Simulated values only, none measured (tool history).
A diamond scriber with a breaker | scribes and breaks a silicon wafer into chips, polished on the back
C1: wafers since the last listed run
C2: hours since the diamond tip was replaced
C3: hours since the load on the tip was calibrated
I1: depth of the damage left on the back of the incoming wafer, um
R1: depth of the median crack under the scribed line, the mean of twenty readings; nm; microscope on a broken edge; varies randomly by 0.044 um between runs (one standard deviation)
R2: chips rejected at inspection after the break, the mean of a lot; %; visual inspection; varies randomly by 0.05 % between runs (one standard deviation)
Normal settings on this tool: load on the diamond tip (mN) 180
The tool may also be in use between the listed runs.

Run 1, hour 0.0: usual settings; C1 0; C2 700.0; C3 974.0; I1 0.03. Result: R1 7980 nm, R2 0.94 %.
Run 2, hour 8.4: usual settings; C1 11; C2 708.4; C3 982.4; I1 0.01. Result: R1 8010 nm, R2 0.85 %.
Run 3, hour 22.6: usual settings; C1 19; C2 722.6; C3 996.6; I1 0.03. Result: R1 8040 nm, R2 0.85 %.
Run 4, hour 34.4: usual settings; C1 16; C2 734.4; C3 1008.4; I1 0.04. Result: R1 8020 nm, R2 1.02 %.
Run 5, hour 42.6: usual settings; C1 11; C2 742.6; C3 1016.6; I1 0.03. Result: R1 7960 nm, R2 1.02 %.
Run 6, hour 50.6: usual settings; C1 11; C2 750.6; C3 1024.6; I1 0.05. Result: R1 7950 nm, R2 0.96 %.
Run 7, hour 60.4: usual settings; C1 13; C2 760.4; C3 1034.4; I1 0.04. Result: R1 7860 nm, R2 1.05 %.
Run 8, hour 76.6: usual settings; C1 22; C2 776.6; C3 1050.6; I1 0.03. Result: R1 7950 nm, R2 1.12 %.
Run 9, hour 86.0: usual settings but load on the diamond tip (mN) 210; C1 13; C2 786.0; C3 1060.0; I1 0.02. Result: R1 9030 nm, R2 1.52 %.
Run 10, hour 93.2: usual settings but load on the diamond tip (mN) 201; C1 10; C2 793.2; C3 1067.2; I1 0.03. Result: R1 8740 nm, R2 1.01 %.
Run 11, hour 107.7: usual settings but load on the diamond tip (mN) 137; C1 20; C2 807.7; C3 1081.7; I1 0.03. Result: R1 5980 nm, R2 12.61 %.
At hour 113.9: load on the tip recalibrated.
Run 12, hour 115.2: usual settings but load on the diamond tip (mN) 220; C1 7; C2 815.2; C3 1.3; I1 0.02. Result: R1 8480 nm, R2 0.74 %.
Run 13, hour 131.6: usual settings; C1 22; C2 831.6; C3 17.7; I1 0.02. Result: R1 7070 nm, R2 4.15 %.

What will run 14 give?
Run 14, hour 141.1: usual settings but load on the diamond tip (mN) 230; C1 13; C2 841.1; C3 27.2; I1 0.04. Result: R1 ?, R2 ?.

Run 14 came out at R1 8830 nm, R2 1.06 %.
Without the tool's hidden state the same run would have given R1 10460 nm, R2 5.91 %.
